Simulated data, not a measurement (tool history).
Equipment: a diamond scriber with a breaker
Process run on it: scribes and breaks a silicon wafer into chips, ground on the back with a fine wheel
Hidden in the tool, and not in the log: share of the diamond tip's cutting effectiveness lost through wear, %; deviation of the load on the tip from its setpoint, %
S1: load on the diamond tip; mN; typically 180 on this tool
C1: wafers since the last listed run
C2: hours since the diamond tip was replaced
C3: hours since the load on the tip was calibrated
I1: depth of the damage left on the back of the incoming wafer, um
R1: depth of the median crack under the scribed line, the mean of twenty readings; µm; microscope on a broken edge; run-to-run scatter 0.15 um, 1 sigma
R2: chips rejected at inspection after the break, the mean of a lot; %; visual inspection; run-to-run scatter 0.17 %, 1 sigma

run 1 hour=0 | S1=199 | C1=0 C2=545.4 C3=775.3 | I1=1.83 | R1=7.33 R2=8.12
run 2 hour=64.6 | S1=199 | C1=190 C2=610 C3=839.9 | I1=2.54 | R1=7.2 R2=11.2
run 3 hour=141.8 | S1=156 | C1=227 C2=687.2 C3=917.1 | I1=2.83 | R1=6.24 R2=29.68
-- hour=181.8 diamond tip replaced by a new one
run 4 hour=226.1 | S1=156 | C1=242 C2=44.3 C3=1001.4 | I1=2.89 | R1=7.04 R2=7.81
run 5 hour=326.9 | S1=156 | C1=296 C2=145.1 C3=1102.2 | I1=2.38 | R1=6.9 R2=10.98
run 6 hour=403.7 | S1=220 | C1=226 C2=221.9 C3=1179 | I1=2.74 | R1=8.07 R2=3.51
-- hour=500.9 load on the tip recalibrated
run 7 hour=502.4 | S1=220 | C1=284 C2=320.6 C3=1.5 | I1=2.69 | R1=8 R2=3.96
run 8 hour=595.8 | S1=220 | C1=274 C2=414 C3=94.9 | I1=1.99 | R1=7.9 R2=2.54
run 9 hour=689.3 | S1=147 | C1=275 C2=507.5 C3=188.4 | I1=2.71 | R1=6.1 R2=27.52
run 10 hour=792.5 | S1=147 | C1=303 C2=610.7 C3=291.6 | I1=2.43 | R1=6.05 R2=26.74
run 11 hour=859.2 | S1=147 | C1=196 C2=677.4 C3=358.3 | I1=1.75 | R1=6.1 R2=27.31
-- hour=922.2 diamond tip replaced by a new one
run 12 hour=947.1 | S1=180 | C1=252 C2=24.9 C3=446.2 | I1=1.84 | R1=8.11 R2=1.51
run 13 hour=988.5 | S1=180 | C1=121 C2=66.3 C3=487.6 | I1=2.27 | R1=7.95 R2=3.51
run 14 hour=1051.1 | S1=180 | C1=184 C2=128.9 C3=550.2 | I1=2.21 | R1=7.77 R2=4.45
run 15 hour=1118.2 | S1=180 | C1=197 C2=196 C3=617.3 | I1=2.83 | R1=7.18 R2=8.21
run 16 hour=1181.8 | S1=180 | C1=187 C2=259.6 C3=680.9 | I1=1.53 | R1=7.09 R2=5.83
run 17 hour=1278.7 | S1=180 | C1=285 C2=356.5 C3=777.8 | I1=2.69 | R1=7.19 R2=11.37
run 18 hour=1317.7 | S1=213 | C1=114 C2=395.5 C3=816.8 | I1=2.72 | R1=7.81 R2=5.18
run 19 hour=1376.1 | S1=213 | C1=171 C2=453.9 C3=875.2 | I1=1.86 | R1=7.5 R2=3.17
run 20 hour=1457.9 | S1=228 | C1=240 C2=535.7 C3=957 | I1=2.6 | R1=7.75 R2=4.02
run 21 hour=1532.5 | S1=195 | C1=219 C2=610.3 C3=1031.6 | I1=2.89 | R1=7.07 R2=11.98
run 22 hour=1587.2 | S1=218 | C1=160 C2=665 C3=1086.3 | I1=1.97 | R1=7.45 R2=4.21
-- hour=1640.6 diamond tip replaced by a new one, of another model than before
run 23 hour=1643.2 | S1=217 | C1=158 C2=2.6 C3=1142.3 | I1=2.22 | R1=8.95 R2=2.61
-- hour=1655.4 load on the tip recalibrated
run 24 hour=1909.1 | S1=141 | C1=776 C2=268.5 C3=253.7 | I1=2.53 | R1=6.68 R2=19.31
run 25 hour=1963.1 | S1=144 | C1=158 C2=322.5 C3=307.7 | I1=2.8 | R1=6.43 R2=23.61
run 26 hour=2032.1 | S1=180 | C1=203 C2=391.5 C3=376.7 | I1=1.75 | R1=6.89 R2=9.84
run 27 hour=2134.3 | S1=155 | C1=300 C2=493.7 C3=478.9 | I1=2.6 | R1=6.48 R2=20.18
run 28 hour=2217.4 | S1=180 | C1=244 C2=576.8 C3=562 | I1=1.73 | R1=6.58 R2=11.5
run 29 hour=2316.3 | S1=164 | C1=291 C2=675.7 C3=660.9 | I1=2.62 | R1=6.52 R2=19.84
-- hour=2350 diamond tip replaced by a new one
run 30 hour=2361.5 | S1=180 | C1=127 C2=11.5 C3=706.1 | I1=2.92 | R1=7.81 R2=3.89
run 31 hour=2420.2 | S1=146 | C1=172 C2=70.2 C3=764.8 | I1=2.4 | R1=7.46 R2=6.88
run 32 hour=2524.1 | S1=216 | C1=305 C2=174.1 C3=868.7 | I1=2.56 | R1=8.01 R2=3.61
run 33 hour=2597.8 | S1=159 | C1=216 C2=247.8 C3=942.4 | I1=1.77 | R1=6.93 R2=9.02
run 34 hour=2665.6 | S1=180 | C1=199 C2=315.6 C3=1010.2 | I1=2.74 | R1=7.11 R2=11.43
run 35 hour=2743 | S1=180 | C1=227 C2=393 C3=1087.6 | I1=2.61 | R1=7.03 R2=10.45
run 36 hour=2793 | S1=203 | C1=147 C2=443 C3=1137.6 | I1=2.97 | R1=7.36 R2=9.65
-- hour=2810.2 load on the tip recalibrated
run 37 hour=2907.8 | S1=180 | C1=331 C2=557.8 C3=97.6 | I1=2.04 | R1=6.68 R2=10.71
run 38 hour=2994.3 | S1=229 | C1=254 C2=644.3 C3=184.1 | I1=2.32 | R1=7.45 R2=5.29
run 39 hour=3038.8 | S1=180 | C1=130 C2=688.8 C3=228.6 | I1=2.25 | R1=6.83 R2=11.52
-- hour=3107.1 diamond tip replaced by a new one
run 40 hour=3128.3 | S1=209 | C1=257 C2=21.2 C3=318.1 | I1=2 | R1=8.63 R2=1.76

What if the next run were any one of these 5? Each begins from the tool's condition after run 40:
run A hour=3128.9 | S1=180 | C1=1 C2=21.8 C3=318.7 | I1=1.7 | R1=? R2=?
run B hour=3128.9 | S1=221 | C1=1 C2=21.8 C3=318.7 | I1=1.7 | R1=? R2=?
run C hour=3128.9 | S1=161 | C1=1 C2=21.8 C3=318.7 | I1=1.7 | R1=? R2=?
run D hour=3128.9 | S1=150 | C1=1 C2=21.8 C3=318.7 | I1=1.7 | R1=? R2=?
run E hour=3128.9 | S1=200 | C1=1 C2=21.8 C3=318.7 | I1=1.7 | R1=? R2=?

run=A R1=8.06 R2=1.64
run=B R1=8.79 R2=2.49
run=C R1=7.72 R2=3.01
run=D R1=7.51 R2=4.42
run=E R1=8.42 R2=1.48
Without the tool's unlogged condition, the same runs would have read:
run=A R1=8.26 R2=1.41
run=B R1=9 R2=3.53
run=C R1=7.9 R2=2.12
run=D R1=7.69 R2=3.16
run=E R1=8.62 R2=1.9
